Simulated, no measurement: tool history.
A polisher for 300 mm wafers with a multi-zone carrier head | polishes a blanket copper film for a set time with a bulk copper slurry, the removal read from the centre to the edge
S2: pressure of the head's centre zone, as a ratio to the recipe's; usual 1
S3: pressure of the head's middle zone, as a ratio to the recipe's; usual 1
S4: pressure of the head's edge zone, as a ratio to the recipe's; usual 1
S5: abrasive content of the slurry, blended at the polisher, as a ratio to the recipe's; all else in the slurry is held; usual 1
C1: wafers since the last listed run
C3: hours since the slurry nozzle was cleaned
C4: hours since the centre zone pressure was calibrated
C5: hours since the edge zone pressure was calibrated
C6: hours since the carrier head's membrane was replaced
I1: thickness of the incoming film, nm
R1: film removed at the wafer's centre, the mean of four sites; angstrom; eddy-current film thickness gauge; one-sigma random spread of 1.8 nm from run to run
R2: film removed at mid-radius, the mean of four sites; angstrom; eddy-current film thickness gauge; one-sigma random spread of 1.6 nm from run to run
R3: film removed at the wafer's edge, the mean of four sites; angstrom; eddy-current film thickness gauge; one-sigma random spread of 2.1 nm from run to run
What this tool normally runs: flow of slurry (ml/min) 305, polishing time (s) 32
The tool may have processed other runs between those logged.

Run 1, hour 0: usual settings; C1 0; wafers polished on this pad 411; C3 110.3; C4 232.8; C5 662.4; C6 1678.5; I1 4390.5. Result: R1 2608 angstrom, R2 2639 angstrom, R3 2547 angstrom.
Run 2, hour 33.9: usual settings; C1 310; wafers polished on this pad 722; C3 144.2; C4 266.7; C5 696.3; C6 1712.4; I1 4406.8. Result: R1 2554 angstrom, R2 2631 angstrom, R3 2575 angstrom.
At hour 42: worn pad replaced by a new one.
Run 3, hour 45.1: usual settings but S3 1.05; C1 65; wafers polished on this pad 28; C3 155.4; C4 277.9; C5 707.5; C6 1723.6; I1 4436.3. Result: R1 2571 angstrom, R2 2669 angstrom, R3 2578 angstrom.
Run 4, hour 61.9: usual settings but S3 1.05; C1 153; wafers polished on this pad 182; C3 172.2; C4 294.7; C5 724.3; C6 1740.4; I1 4438.8. Result: R1 2561 angstrom, R2 2675 angstrom, R3 2552 angstrom.
Run 5, hour 75.3: usual settings; C1 122; wafers polished on this pad 304; C3 185.6; C4 308.1; C5 737.7; C6 1753.8; I1 4443.5. Result: R1 2580 angstrom, R2 2632 angstrom, R3 2610 angstrom.
Run 6, hour 81.7: usual settings; C1 58; wafers polished on this pad 363; C3 192; C4 314.5; C5 744.1; C6 1760.2; I1 4473.6. Result: R1 2593 angstrom, R2 2599 angstrom, R3 2592 angstrom.
Run 7, hour 94.9: usual settings; C1 120; wafers polished on this pad 484; C3 205.2; C4 327.7; C5 757.3; C6 1773.4; I1 4506. Result: R1 2619 angstrom, R2 2651 angstrom, R3 2583 angstrom.
Run 8, hour 103.8: usual settings; C1 81; wafers polished on this pad 565; C3 214.1; C4 336.6; C5 766.2; C6 1782.3; I1 4447.1. Result: R1 2615 angstrom, R2 2616 angstrom, R3 2566 angstrom.
At hour 123.4: worn pad replaced by a new one.
Run 9, hour 151.7: usual settings; C1 401; wafers polished on this pad 259; C3 262; C4 384.5; C5 814.1; C6 1830.2; I1 4438.6. Result: R1 2610 angstrom, R2 2633 angstrom, R3 2544 angstrom.
Run 10, hour 157.9: usual settings; C1 56; wafers polished on this pad 315; C3 268.2; C4 390.7; C5 820.3; C6 1836.4; I1 4521.2. Result: R1 2599 angstrom, R2 2631 angstrom, R3 2541 angstrom.
Run 11, hour 166.9: usual settings but S3 1.11; C1 82; wafers polished on this pad 398; C3 277.2; C4 399.7; C5 829.3; C6 1845.4; I1 4409.4. Result: R1 2574 angstrom, R2 2776 angstrom, R3 2557 angstrom.
At hour 180.2: carrier head's membrane replaced by a new one.
Run 12, hour 180.7: usual settings but flow of slurry (ml/min) 215, S4 0.96; C1 80; wafers polished on this pad 478; C3 291; C4 413.5; C5 843.1; C6 0.5; I1 4377.2. Result: R1 2478 angstrom, R2 2563 angstrom, R3 2488 angstrom.
Run 13, hour 184.6: usual settings but flow of slurry (ml/min) 240, S3 1.11, polishing time (s) 23; C1 35; wafers polished on this pad 514; C3 294.9; C4 417.4; C5 847; C6 4.4; I1 4434.3. Result: R1 1809 angstrom, R2 1957 angstrom, R3 1819 angstrom.
At hour 203.5: worn pad replaced by a new one.
Run 14, hour 204: usual settings but S3 1.11, S4 0.9, S5 0.75; C1 141; wafers polished on this pad 4; C3 314.3; C4 436.8; C5 866.4; C6 23.8; I1 4412.2. Result: R1 2317 angstrom, R2 2522 angstrom, R3 2230 angstrom.
Run 15, hour 211.7: usual settings; C1 70; wafers polished on this pad 75; C3 322; C4 444.5; C5 874.1; C6 31.5; I1 4509.4. Result: R1 2598 angstrom, R2 2632 angstrom, R3 2578 angstrom.
Run 16, hour 228.5: usual settings; C1 153; wafers polished on this pad 228; C3 338.8; C4 461.3; C5 890.9; C6 48.3; I1 4408.4. Result: R1 2582 angstrom, R2 2609 angstrom, R3 2567 angstrom.
At hour 244.8: slurry nozzle cleaned.
Run 17, hour 248.8: usual settings; C1 176; wafers polished on this pad 405; C3 4; C4 481.6; C5 911.2; C6 68.6; I1 4387.9. Result: R1 2557 angstrom, R2 2596 angstrom, R3 2571 angstrom.
Run 18, hour 260.6: usual settings but S5 1.15, polishing time (s) 39; C1 108; wafers polished on this pad 513; C3 15.8; C4 493.4; C5 923; C6 80.4; I1 4448.4. Result: R1 3287 angstrom, R2 3360 angstrom, R3 3278 angstrom.
At hour 292.2: edge zone pressure recalibrated.
At hour 293.5: worn pad replaced by a new one.
At hour 296.1: centre zone pressure recalibrated.
Run 19, hour 303.1: usual settings but flow of slurry (ml/min) 410, S2 0.91, S5 1.2, polishing time (s) 41; C1 340; wafers polished on this pad 69; C3 58.3; C4 7; C5 10.9; C6 122.9; I1 4462. Result: R1 3395 angstrom, R2 3666 angstrom, R3 3567 angstrom.
Run 20, hour 351.6: usual settings but S3 0.95, S4 0.89, polishing time (s) 39; C1 444; wafers polished on this pad 513; C3 106.8; C4 55.5; C5 59.4; C6 171.4; I1 4522.4. Result: R1 3118 angstrom, R2 3104 angstrom, R3 3032 angstrom.
At hour 379.1: worn pad replaced by a new one.
Run 21, hour 379.6: usual settings; C1 219; wafers polished on this pad 4; C3 134.8; C4 83.5; C5 87.4; C6 199.4; I1 4466.6. Result: R1 2631 angstrom, R2 2614 angstrom, R3 2587 angstrom.
Run 22, hour 385: usual settings but S5 0.85; C1 49; wafers polished on this pad 54; C3 140.2; C4 88.9; C5 92.8; C6 204.8; I1 4480.6. Result: R1 2428 angstrom, R2 2452 angstrom, R3 2430 angstrom.

Predict each of these 3 candidate next runs independently; none follows another, all start after run 22:
Run A, hour 385.4: usual settings but flow of slurry (ml/min) 265; C1 3; wafers polished on this pad 57; C3 140.6; C4 89.3; C5 93.2; C6 205.2; I1 4448.1. Result: R1 ?, R2 ?, R3 ?.
Run B, hour 385.4: usual settings but S3 1.11, polishing time (s) 40; C1 3; wafers polished on this pad 57; C3 140.6; C4 89.3; C5 93.2; C6 205.2; I1 4448.1. Result: R1 ?, R2 ?, R3 ?.
Run C, hour 385.4: usual settings but S2 1.04, polishing time (s) 21; C1 3; wafers polished on this pad 57; C3 140.6; C4 89.3; C5 93.2; C6 205.2; I1 4448.1. Result: R1 ?, R2 ?, R3 ?.

run    R1    R2    R3
  A  2563  2593  2560
  B  3243  3480  3223
  C  1743  1720  1694
Take away the tool's hidden state, keep each run's random variation, and the runs would have read:
run    R1    R2    R3
  A  2563  2593  2560
  B  3243  3480  3223
  C  1743  1720  1694
